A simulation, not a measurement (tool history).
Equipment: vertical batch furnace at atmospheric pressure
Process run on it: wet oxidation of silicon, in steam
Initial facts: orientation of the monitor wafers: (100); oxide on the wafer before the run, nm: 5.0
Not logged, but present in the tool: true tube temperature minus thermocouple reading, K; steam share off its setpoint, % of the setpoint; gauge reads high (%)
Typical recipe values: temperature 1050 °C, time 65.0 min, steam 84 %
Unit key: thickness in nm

run,day,temperature,time,steam,wafers since the last listed run,hours since the last temperature calibration,hours since the steam generator was serviced,hours since the gauge calibration,"read-back reference wafer on the same gauge, thickness",thickness
1,0.000,1050,65.0,84,0,2681.9,1390.5,342.1,490.98,493.69
2,1.496,1050,89.0,93,518,2717.8,1426.4,378.0,491.11,635.07
3,2.625,1050,89.0,93,391,2744.9,1453.5,405.1,491.07,634.82
4,3.267,1050,40.5,80,222,2760.3,1468.9,420.5,490.49,355.74
5,4.146,1050,40.5,80,304,2781.4,1490.0,441.6,490.74,355.44
6,4.688,1050,40.5,80,187,2794.4,1503.0,454.6,491.59,354.93
7,5.450,1050,65.0,84,264,2812.7,1521.3,472.9,490.83,489.30
# day 7.154: thermocouples replaced and temperature profile calibrated
8,7.175,1050,65.0,84,251,0.5,1562.7,514.3,491.25,490.91
9,7.412,1050,65.0,84,82,6.2,1568.4,520.0,490.41,492.53
10,8.433,1050,65.0,84,353,30.7,1592.9,544.5,490.62,490.80
11,9.512,1040,80.5,84,374,56.6,1618.8,570.4,490.94,525.75
12,10.183,1040,80.5,84,232,72.7,1634.9,586.5,490.76,529.74
13,10.892,1050,65.0,78,245,89.7,1651.9,603.5,490.48,467.33
14,11.725,1050,65.0,84,288,109.7,1671.9,623.5,490.37,487.52
# day 11.888: gauge calibrated
15,12.979,1050,40.5,80,434,139.8,1702.0,26.2,491.13,353.94
# day 14.529: steam generator serviced
16,14.550,1074,92.0,91,197,177.5,0.5,63.9,490.61,740.61
17,15.179,1032,91.0,84,218,192.6,15.6,79.0,491.46,576.45
18,15.833,1050,50.5,84,226,208.3,31.3,94.7,490.94,441.21
19,16.371,1050,65.0,84,186,221.2,44.2,107.6,491.95,514.16
20,17.679,1037,78.5,89,453,252.6,75.6,139.0,491.06,560.64
21,18.479,1050,65.0,84,277,271.8,94.8,158.2,490.99,514.44
22,19.550,1050,65.0,84,371,297.5,120.5,183.9,491.23,514.99
23,20.688,1057,96.0,94,394,324.8,147.8,211.2,491.87,718.05
24,21.950,1050,89.5,88,437,355.1,178.1,241.5,490.75,643.12

Table of differences, measured result less the result of that run with no hidden state. Run-to-run variation is the same in both. Gauge scatter possibly is not:
run,thickness
1,-23.14
2,-29.53
3,-30.07
4,-18.43
5,-18.69
6,-18.81
7,-25.04
8,-25.79
9,-25.97
10,-26.28
11,-28.68
12,-29.19
13,-26.11
14,-27.39
15,-21.23
16,-0.43
17,-0.62
18,-0.68
19,-0.97
20,-1.58
21,-1.73
22,-2.12
23,-3.35
24,-3.62
